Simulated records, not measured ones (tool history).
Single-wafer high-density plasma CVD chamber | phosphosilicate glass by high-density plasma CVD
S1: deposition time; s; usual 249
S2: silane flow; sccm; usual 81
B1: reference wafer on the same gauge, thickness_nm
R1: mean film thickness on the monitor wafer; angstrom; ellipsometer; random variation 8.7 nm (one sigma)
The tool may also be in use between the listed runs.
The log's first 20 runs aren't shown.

run    hour   S1  S2        B1        R1
 21  1230.6  225  73  2088.325  16079.69
 22  1284.4  249  81  2091.669  19951.28
 23  1312.2  269  92  2088.153  24447.35
 24  1340.8  249  81  2088.788  19858.05
 25  1380.8  290  95  2088.288  27194.02
 26    1407  249  81  2089.535  19872.91
     1437.9  -- gauge calibrated
 27  1470.7  249  81   2089.09  19965.31
 28  1523.9  235  96  2090.005   22156.5
 29  1585.9  249  92  2090.522  22658.07
 30  1637.8  228  97  2087.959  21805.12
 31  1691.3  211  97  2089.942  20207.11
 32  1752.6  271  91  2090.766  24209.92
 33  1781.8  267  73  2091.358  19063.01
 34  1835.6  249  81  2092.771  19763.55

Forecast run 35:
 35  1918  235  74   ?   ?

Run 35 gave B1 2090.967, R1 17161.16 angstrom.
Without the tool's hidden state the same run would have given R1 17161.16 angstrom.

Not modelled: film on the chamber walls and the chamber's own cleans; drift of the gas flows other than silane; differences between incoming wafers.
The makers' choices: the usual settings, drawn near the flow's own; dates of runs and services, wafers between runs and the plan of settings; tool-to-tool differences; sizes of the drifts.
